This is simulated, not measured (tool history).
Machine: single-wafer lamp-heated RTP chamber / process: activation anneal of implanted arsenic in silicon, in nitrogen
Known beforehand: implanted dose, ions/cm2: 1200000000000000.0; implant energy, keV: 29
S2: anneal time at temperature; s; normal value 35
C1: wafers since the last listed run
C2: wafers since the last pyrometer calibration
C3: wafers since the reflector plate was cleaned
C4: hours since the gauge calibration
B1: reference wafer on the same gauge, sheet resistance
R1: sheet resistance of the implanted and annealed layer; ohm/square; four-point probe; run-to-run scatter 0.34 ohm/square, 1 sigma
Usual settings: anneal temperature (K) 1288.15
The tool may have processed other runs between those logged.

{"run": 1, "hour": 0.0, "anneal temperature (K)": 1288.15, "S2": 49, "C1": 0, "C2": 6523, "C3": 12868, "C4": 678.2, "B1": 92.48, "R1": 96.82}
{"hour": 21.7, "done": "reflector plate cleaned"}
{"hour": 34.6, "done": "pyrometer window cleaned and pyrometer calibrated"}
{"run": 2, "hour": 69.9, "anneal temperature (K)": 1288.15, "S2": 49, "C1": 876, "C2": 574, "C3": 652, "C4": 748.1, "B1": 92.52, "R1": 97.17}
{"run": 3, "hour": 111.9, "anneal temperature (K)": 1288.15, "S2": 49, "C1": 682, "C2": 1257, "C3": 1335, "C4": 790.1, "B1": 92.48, "R1": 97.48}
{"run": 4, "hour": 164.3, "anneal temperature (K)": 1274.15, "S2": 51, "C1": 851, "C2": 2109, "C3": 2187, "C4": 842.5, "B1": 92.52, "R1": 98.91}
{"run": 5, "hour": 195.7, "anneal temperature (K)": 1274.15, "S2": 51, "C1": 510, "C2": 2619, "C3": 2698, "C4": 873.9, "B1": 92.58, "R1": 99.69}
{"run": 6, "hour": 251.7, "anneal temperature (K)": 1281.15, "S2": 51, "C1": 910, "C2": 3530, "C3": 3608, "C4": 929.9, "B1": 92.54, "R1": 97.88}
{"run": 7, "hour": 285.9, "anneal temperature (K)": 1288.15, "S2": 35, "C1": 556, "C2": 4086, "C3": 4164, "C4": 964.1, "B1": 92.46, "R1": 99.02}
{"run": 8, "hour": 331.0, "anneal temperature (K)": 1288.15, "S2": 35, "C1": 733, "C2": 4819, "C3": 4897, "C4": 1009.2, "B1": 92.49, "R1": 99.65}
{"run": 9, "hour": 390.2, "anneal temperature (K)": 1288.15, "S2": 35, "C1": 962, "C2": 5782, "C3": 5860, "C4": 1068.4, "B1": 92.51, "R1": 99.54}
{"run": 10, "hour": 448.9, "anneal temperature (K)": 1288.15, "S2": 35, "C1": 954, "C2": 6736, "C3": 6814, "C4": 1127.1, "B1": 92.54, "R1": 100.29}
{"run": 11, "hour": 483.6, "anneal temperature (K)": 1288.15, "S2": 30, "C1": 564, "C2": 7300, "C3": 7378, "C4": 1161.8, "B1": 92.44, "R1": 100.5}
{"hour": 555.3, "done": "pyrometer window cleaned and pyrometer calibrated"}
{"hour": 679.5, "done": "gauge calibrated"}
{"run": 12, "hour": 693.2, "anneal temperature (K)": 1288.15, "S2": 27, "C1": 3277, "C2": 2242, "C3": 10656, "C4": 13.7, "B1": 92.41, "R1": 100.99}
{"run": 13, "hour": 760.7, "anneal temperature (K)": 1288.15, "S2": 27, "C1": 1097, "C2": 3339, "C3": 11753, "C4": 81.2, "B1": 92.51, "R1": 100.69}
{"hour": 828.7, "done": "reflector plate cleaned"}
{"run": 14, "hour": 829.2, "anneal temperature (K)": 1288.15, "S2": 27, "C1": 983, "C2": 4323, "C3": 8, "C4": 149.7, "B1": 92.48, "R1": 100.79}
{"run": 15, "hour": 871.4, "anneal temperature (K)": 1288.15, "S2": 19, "C1": 686, "C2": 5009, "C3": 694, "C4": 191.9, "B1": 92.53, "R1": 102.53}
{"run": 16, "hour": 910.9, "anneal temperature (K)": 1288.15, "S2": 19, "C1": 642, "C2": 5651, "C3": 1336, "C4": 231.4, "B1": 92.53, "R1": 102.34}
{"run": 17, "hour": 963.1, "anneal temperature (K)": 1288.15, "S2": 35, "C1": 848, "C2": 6499, "C3": 2185, "C4": 283.6, "B1": 92.46, "R1": 99.55}
{"run": 18, "hour": 1024.2, "anneal temperature (K)": 1277.15, "S2": 23, "C1": 993, "C2": 7493, "C3": 3178, "C4": 344.7, "B1": 92.47, "R1": 103.74}
{"hour": 1033.4, "done": "pyrometer window cleaned and pyrometer calibrated"}
{"run": 19, "hour": 1075.8, "anneal temperature (K)": 1288.15, "S2": 35, "C1": 708, "C2": 689, "C3": 3887, "C4": 396.3, "B1": 92.52, "R1": 99.63}
{"run": 20, "hour": 1125.2, "anneal temperature (K)": 1300.15, "S2": 20, "C1": 803, "C2": 1492, "C3": 4690, "C4": 445.7, "B1": 92.5, "R1": 100.81}
{"run": 21, "hour": 1156.7, "anneal temperature (K)": 1288.15, "S2": 35, "C1": 512, "C2": 2005, "C3": 5202, "C4": 477.2, "B1": 92.48, "R1": 99.52}
{"run": 22, "hour": 1188.1, "anneal temperature (K)": 1313.15, "S2": 19, "C1": 510, "C2": 2515, "C3": 5713, "C4": 508.6, "B1": 92.46, "R1": 99.33}
{"run": 23, "hour": 1258.2, "anneal temperature (K)": 1279.15, "S2": 35, "C1": 1139, "C2": 3655, "C3": 6852, "C4": 578.7, "B1": 92.53, "R1": 101.35}
{"run": 24, "hour": 1300.2, "anneal temperature (K)": 1298.15, "S2": 55, "C1": 682, "C2": 4338, "C3": 7535, "C4": 620.7, "B1": 92.46, "R1": 94.74}
{"run": 25, "hour": 1329.6, "anneal temperature (K)": 1288.15, "S2": 35, "C1": 477, "C2": 4816, "C3": 8013, "C4": 650.1, "B1": 92.48, "R1": 99.76}
{"run": 26, "hour": 1400.3, "anneal temperature (K)": 1288.15, "S2": 41, "C1": 1149, "C2": 5965, "C3": 9163, "C4": 720.8, "B1": 92.49, "R1": 97.85}
{"hour": 1446.0, "done": "pyrometer window cleaned and pyrometer calibrated"}
{"run": 27, "hour": 1471.3, "anneal temperature (K)": 1312.15, "S2": 23, "C1": 1024, "C2": 411, "C3": 10187, "C4": 791.8, "B1": 92.5, "R1": 98.31}
{"run": 28, "hour": 1535.5, "anneal temperature (K)": 1267.15, "S2": 35, "C1": 1043, "C2": 1455, "C3": 11231, "C4": 856, "B1": 92.53, "R1": 102.86}
{"run": 29, "hour": 1592.8, "anneal temperature (K)": 1288.15, "S2": 35, "C1": 931, "C2": 2386, "C3": 12162, "C4": 913.3, "B1": 92.46, "R1": 99.51}
{"hour": 1601.4, "done": "reflector plate cleaned"}
{"run": 30, "hour": 1617.3, "anneal temperature (K)": 1300.15, "S2": 20, "C1": 268, "C2": 2655, "C3": 258, "C4": 937.8, "B1": 92.53, "R1": 100.79}
{"run": 31, "hour": 1687.0, "anneal temperature (K)": 1300.15, "S2": 20, "C1": 1133, "C2": 3788, "C3": 1391, "C4": 1007.5, "B1": 92.44, "R1": 100.62}
{"run": 32, "hour": 1743.5, "anneal temperature (K)": 1306.15, "S2": 42, "C1": 918, "C2": 4706, "C3": 2309, "C4": 1064, "B1": 92.56, "R1": 95.55}
{"run": 33, "hour": 1814.7, "anneal temperature (K)": 1288.15, "S2": 35, "C1": 1157, "C2": 5864, "C3": 3467, "C4": 1135.2, "B1": 92.48, "R1": 99.16}
{"run": 34, "hour": 1840.3, "anneal temperature (K)": 1288.15, "S2": 35, "C1": 416, "C2": 6280, "C3": 3883, "C4": 1160.8, "B1": 92.5, "R1": 99.67}
{"hour": 1891.6, "done": "pyrometer window cleaned and pyrometer calibrated"}
{"run": 35, "hour": 1901.9, "anneal temperature (K)": 1288.15, "S2": 55, "C1": 871, "C2": 166, "C3": 4755, "C4": 1222.4, "B1": 92.48, "R1": 96.7}
{"run": 36, "hour": 1926.0, "anneal temperature (K)": 1306.15, "S2": 23, "C1": 391, "C2": 558, "C3": 5146, "C4": 1246.5, "B1": 92.51, "R1": 100.03}

Exercise: give the hidden state of the tool at every run:
true wafer temperature minus pyrometer reading, K: 0, the same for each run
wafer temperature error from the tarnished reflector plate, K: 0, the same for each run
gauge reads high (%): 0, the same for each run
